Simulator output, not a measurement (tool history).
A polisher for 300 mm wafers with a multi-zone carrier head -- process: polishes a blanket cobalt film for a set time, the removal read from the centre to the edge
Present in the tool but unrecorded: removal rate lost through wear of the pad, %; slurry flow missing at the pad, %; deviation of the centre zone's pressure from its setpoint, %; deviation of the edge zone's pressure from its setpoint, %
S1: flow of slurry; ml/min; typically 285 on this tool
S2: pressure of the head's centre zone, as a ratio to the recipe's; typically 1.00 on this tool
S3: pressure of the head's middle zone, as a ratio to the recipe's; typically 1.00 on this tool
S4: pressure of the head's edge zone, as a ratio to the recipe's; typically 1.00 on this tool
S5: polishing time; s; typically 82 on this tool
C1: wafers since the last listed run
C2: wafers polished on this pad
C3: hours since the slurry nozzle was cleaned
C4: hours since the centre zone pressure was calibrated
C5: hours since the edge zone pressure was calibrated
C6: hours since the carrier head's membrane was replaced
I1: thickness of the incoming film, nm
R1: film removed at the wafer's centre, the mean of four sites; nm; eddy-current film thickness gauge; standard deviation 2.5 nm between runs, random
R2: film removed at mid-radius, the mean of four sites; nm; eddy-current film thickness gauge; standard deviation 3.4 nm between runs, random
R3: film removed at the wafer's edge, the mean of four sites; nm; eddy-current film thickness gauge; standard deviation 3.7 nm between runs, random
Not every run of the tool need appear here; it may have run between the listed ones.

run,hour,S1,S2,S3,S4,S5,C1,C2,C3,C4,C5,C6,I1,R1,R2,R3
1,0.0,285,1.00,1.00,0.92,82,0,359,633.6,847.7,625.2,1422.2,692.2,224.1,221.5,214.9
2,53.3,285,1.00,1.00,0.92,82,330,689,686.9,901.0,678.5,1475.5,672.2,224.2,220.9,221.2
# hour 93.9: slurry nozzle cleaned
3,132.1,285,1.00,1.00,1.00,63,481,1171,38.2,979.8,757.3,1554.3,676.1,168.0,170.9,172.8
# hour 190.2: centre zone pressure recalibrated
4,225.0,285,1.00,1.00,1.00,63,562,1734,131.1,34.8,850.2,1647.2,688.3,168.8,170.8,170.9
# hour 231.0: carrier head's membrane replaced by a new one
5,311.2,285,1.00,1.00,1.00,63,502,2237,217.3,121.0,936.4,80.2,686.0,168.6,167.3,167.8
# hour 350.5: worn pad replaced by a new one, repeated, since the last time left the tool worse
# hour 358.8: edge zone pressure recalibrated
6,380.6,285,1.00,1.00,1.00,82,392,174,286.7,190.4,21.8,149.6,669.8,255.7,252.3,258.4
7,464.1,285,0.93,1.00,0.93,102,517,691,370.2,273.9,105.3,233.1,665.1,296.2,310.2,305.8
8,507.3,285,1.00,1.00,1.00,82,267,958,413.4,317.1,148.5,276.3,694.3,259.2,255.0,249.8
9,558.4,285,1.12,1.00,0.94,98,316,1275,464.5,368.2,199.6,327.4,687.8,332.6,304.5,299.3
10,622.2,285,0.91,0.96,1.00,82,395,1670,528.3,432.0,263.4,391.2,683.1,231.7,242.9,249.5
11,711.0,285,1.00,1.00,0.93,104,549,2220,617.1,520.8,352.2,480.0,680.6,313.9,310.4,306.9
# hour 862.7: slurry nozzle cleaned
# hour 880.9: worn pad replaced by a new one
12,1033.4,285,1.00,1.06,1.07,82,1965,944,170.7,843.2,674.6,802.4,671.3,254.1,266.9,263.5
13,1124.2,285,1.00,1.00,1.00,82,562,1506,261.5,934.0,765.4,893.2,685.1,251.5,252.1,251.0
14,1228.3,200,1.00,1.00,1.11,82,644,2151,365.6,1038.1,869.5,997.3,688.3,234.7,241.8,250.8
15,1315.7,350,1.00,0.93,1.00,95,541,2692,453.0,1125.5,956.9,1084.7,678.1,288.3,268.2,290.2
# hour 1353.8: centre zone pressure recalibrated
16,1393.0,285,1.00,1.00,1.00,82,466,3158,530.3,39.2,1034.2,1162.0,687.6,240.6,236.6,237.5
# hour 1427.3: worn pad replaced by a new one
17,1444.8,285,1.00,1.00,1.00,63,296,108,582.1,91.0,1086.0,1213.8,679.8,195.4,192.8,195.2
# hour 1505.2: slurry nozzle cleaned
18,1531.8,260,1.00,1.09,0.96,82,532,640,26.6,178.0,1173.0,1300.8,673.9,247.8,269.3,244.6
19,1583.9,285,0.93,1.00,1.00,98,322,963,78.7,230.1,1225.1,1352.9,682.8,289.1,293.2,301.2
# hour 1632.3: edge zone pressure recalibrated
20,1667.2,195,1.00,1.11,1.00,82,503,1467,162.0,313.4,34.9,1436.2,669.3,235.0,253.8,242.1
21,1713.5,220,0.95,1.04,1.00,82,286,1753,208.3,359.7,81.2,1482.5,668.8,230.4,238.6,245.5
# hour 2015.4: worn pad replaced by a new one
# hour 2015.5: carrier head's membrane replaced by a new one
22,2035.4,285,1.00,1.00,1.00,82,1968,123,530.2,681.6,403.1,19.9,670.8,257.3,251.6,260.4

Each row is a separate what-if for the run after 22, all from the same tool condition, not one after another. Results?
A,2035.8,285,1.00,1.00,1.00,82,2,125,530.6,682.0,403.5,20.3,679.7,?,?,?
B,2035.8,375,1.00,1.00,1.00,82,2,125,530.6,682.0,403.5,20.3,679.7,?,?,?
C,2035.8,365,1.00,1.00,1.00,82,2,125,530.6,682.0,403.5,20.3,679.7,?,?,?
D,2035.8,285,0.93,0.94,1.00,82,2,125,530.6,682.0,403.5,20.3,679.7,?,?,?

run,R1,R2,R3
A,253.8,249.1,250.0
B,261.3,255.8,255.1
C,260.7,255.3,254.7
D,239.7,236.6,250.2
Take away the tool's hidden state, keep each run's random variation, and the runs would have read:
run,R1,R2,R3
A,254.7,250.0,250.8
B,262.2,256.7,256.0
C,261.6,256.1,255.5
D,240.5,237.4,251.0

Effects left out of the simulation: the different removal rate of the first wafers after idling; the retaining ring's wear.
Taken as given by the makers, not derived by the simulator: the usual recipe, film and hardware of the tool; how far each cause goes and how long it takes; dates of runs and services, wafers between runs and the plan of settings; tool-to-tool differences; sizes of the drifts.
